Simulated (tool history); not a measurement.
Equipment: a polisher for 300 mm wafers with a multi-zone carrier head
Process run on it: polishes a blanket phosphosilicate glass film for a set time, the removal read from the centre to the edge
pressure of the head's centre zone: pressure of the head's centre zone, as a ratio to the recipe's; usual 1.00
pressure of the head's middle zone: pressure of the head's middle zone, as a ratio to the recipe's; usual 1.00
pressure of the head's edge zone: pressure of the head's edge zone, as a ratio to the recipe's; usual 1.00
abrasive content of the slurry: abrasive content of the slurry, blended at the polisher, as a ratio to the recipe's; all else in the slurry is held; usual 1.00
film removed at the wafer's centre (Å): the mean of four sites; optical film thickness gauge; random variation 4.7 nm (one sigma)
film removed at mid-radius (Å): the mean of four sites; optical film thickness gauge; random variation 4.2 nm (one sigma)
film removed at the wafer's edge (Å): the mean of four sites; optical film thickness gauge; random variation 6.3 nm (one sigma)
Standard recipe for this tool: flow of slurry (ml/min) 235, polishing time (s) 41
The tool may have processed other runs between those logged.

run,hour,flow of slurry (ml/min),pressure of the head's centre zone,pressure of the head's middle zone,pressure of the head's edge zone,abrasive content of the slurry,polishing time (s),"incoming thickness of the incoming film, nm",film removed at the wafer's centre (Å),film removed at mid-radius (Å),film removed at the wafer's edge (Å)
1,0.0,235,1.00,1.00,1.00,1.00,41,4162.9,4486,4376,4473
2,48.8,235,1.00,1.00,1.00,1.00,41,4196.7,4429,4396,4363
3,96.6,235,1.00,1.00,1.10,1.00,41,4152.5,4397,4394,4483
4,138.7,235,1.00,1.00,1.04,1.00,41,4232.6,4259,4237,4412
# hour 169.0: worn pad replaced by a new one
5,170.8,260,1.00,1.10,1.00,1.00,50,4149.0,5329,5745,5403
# hour 204.3: edge zone pressure recalibrated
# hour 205.7: carrier head's membrane replaced by a new one
# hour 206.9: slurry nozzle cleaned
6,235.9,235,1.00,1.00,1.00,1.00,41,4220.3,4694,4649,4654
7,293.0,235,1.00,1.00,1.00,1.00,47,4226.4,5365,5267,5225
8,323.0,235,0.90,1.00,1.00,1.00,41,4283.0,4147,4516,4548
9,381.8,290,1.00,1.00,1.00,1.00,41,4175.7,4707,4638,4706
10,422.9,235,1.00,1.00,1.00,1.00,41,4246.9,4603,4476,4513
11,491.1,235,1.00,1.00,1.00,1.00,41,4219.5,4572,4491,4533
12,541.1,190,1.00,1.04,1.00,0.75,41,4185.8,3764,3891,3808
# hour 546.9: worn pad replaced by a new one
13,576.8,235,1.00,1.00,1.00,0.70,41,4214.4,3919,3869,3821
14,646.4,235,0.97,0.93,1.00,1.15,41,4176.9,4465,4410,4609
# hour 695.4: centre zone pressure recalibrated
15,714.8,235,1.00,1.00,1.10,1.00,41,4259.4,4346,4312,4535
16,772.6,235,0.93,1.00,1.00,1.00,41,4213.5,3918,4196,4395
17,833.3,235,1.00,1.00,1.00,1.25,41,4219.8,4560,4550,4689
# hour 877.4: slurry nozzle cleaned
18,898.7,235,1.00,1.00,1.00,1.15,41,4280.7,4978,4936,4852
19,926.2,195,1.00,0.89,0.92,1.00,48,4164.8,5244,4743,5080
20,969.6,235,1.00,1.00,1.00,1.00,41,4204.1,4718,4500,4569
# hour 984.9: worn pad replaced by a new one
21,1039.0,295,1.00,0.95,1.11,1.00,41,4246.9,4826,4429,4952
22,1082.2,235,1.00,1.00,1.00,1.00,41,4182.1,4590,4500,4461

Hidden state or all else? Some run-to-run changes of film removed at the wafer's centre (Å), split into what the settings, what came in and random variation would give without the hidden state, and what is left for the hidden state (with any gauge scatter that isn't in both results):
Hidden state present: removal rate lost through wear of the pad, %; slurry flow missing at the pad, %; deviation of the centre zone's pressure from its setpoint, %; deviation of the edge zone's pressure from its setpoint, %.
Run 4 -> 5: flow of slurry (ml/min) 235 -> 260, pressure of the head's middle zone 1.00 -> 1.10, pressure of the head's edge zone 1.04 -> 1.00, polishing time (s) 41 -> 50, worn pad replaced by a new one. film removed at the wafer's centre (Å) +1070: hidden state -98, all else +1168.
Run 5 -> 6: flow of slurry (ml/min) 260 -> 235, pressure of the head's middle zone 1.10 -> 1.00, polishing time (s) 50 -> 41, edge zone pressure recalibrated, carrier head's membrane replaced by a new one, slurry nozzle cleaned. film removed at the wafer's centre (Å) -635: hidden state +482, all else -1117.
Run 7 -> 8: pressure of the head's centre zone 1.00 -> 0.90, polishing time (s) 47 -> 41. film removed at the wafer's centre (Å) -1218: hidden state +5, all else -1223.
Run 17 -> 18: abrasive content of the slurry 1.25 -> 1.15, slurry nozzle cleaned. film removed at the wafer's centre (Å) +418: hidden state +567, all else -149.
